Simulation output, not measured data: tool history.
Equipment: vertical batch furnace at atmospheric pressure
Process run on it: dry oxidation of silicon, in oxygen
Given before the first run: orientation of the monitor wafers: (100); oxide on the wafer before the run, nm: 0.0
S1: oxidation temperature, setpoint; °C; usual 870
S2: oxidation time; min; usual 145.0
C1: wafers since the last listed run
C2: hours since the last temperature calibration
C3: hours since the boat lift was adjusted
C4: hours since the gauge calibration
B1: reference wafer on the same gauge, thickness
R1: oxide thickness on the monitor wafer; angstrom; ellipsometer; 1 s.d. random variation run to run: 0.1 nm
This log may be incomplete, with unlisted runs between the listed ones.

run    hour   S1     S2    C1      C2      C3      C4     B1     R1
  1     0.0  870  145.0     0  2797.3    78.5   878.4  21.49  263.6
  2   205.4  870  145.0  2076  3002.7   283.9  1083.8  21.50  262.3
  3   233.0  870  145.0   278  3030.3   311.5  1111.4  21.51  261.5
  4   298.2  870  145.0   659  3095.5   376.7  1176.6  21.50  261.7
  5   326.3  870  145.0   284  3123.6   404.8  1204.7  21.50  261.1
  6   368.4  850  145.0   425  3165.7   446.9  1246.8  21.49  208.9
  7   425.7  850  145.0   579  3223.0   504.2  1304.1  21.49  209.5
  8   494.4  850  145.0   694  3291.7   572.9  1372.8  21.50  208.1
  9   520.8  870  145.0   266  3318.1   599.3  1399.2  21.47  261.6
 10   564.4  870  145.0   440  3361.7   642.9  1442.8  21.49  260.9
 11   596.1  870  145.0   320  3393.4   674.6  1474.5  21.50  260.6
 12   655.8  870  145.0   603  3453.1   734.3  1534.2  21.52  259.9
 13   693.9  877  145.0   385  3491.2   772.4  1572.3  21.51  279.2
 14   732.1  877  145.0   386  3529.4   810.6  1610.5  21.51  277.3
 15   793.7  890  129.5   622  3591.0   872.2  1672.1  21.50  295.8
 16   846.9  890  129.5   537  3644.2   925.4  1725.3  21.48  294.1
 17   901.6  853  186.5   552  3698.9   980.1  1780.0  21.51  251.1
 18   971.7  853  186.5   708  3769.0  1050.2  1850.1  21.51  251.8
 19   996.5  853  186.5   250  3793.8  1075.0  1874.9  21.50  250.2
     1024.1  -- gauge calibrated
 20  1085.8  894  173.5   902  3883.1  1164.3    61.7  21.50  372.4
 21  1140.5  850  145.0   552  3937.8  1219.0   116.4  21.49  206.8
 22  1172.2  870  177.0   320  3969.5  1250.7   148.1  21.49  289.2
 23  1240.1  846  206.5   686  4037.4  1318.6   216.0  21.50  247.9

Forecast run 24:
 24  1282.6  892  76.0  429  4079.9  1361.1  258.5   ?   ?

Run 24 produced B1 21.52, R1 209.3 angstrom.
The same run, on a tool lacking any hidden state, would have yielded R1 217.7 angstrom.
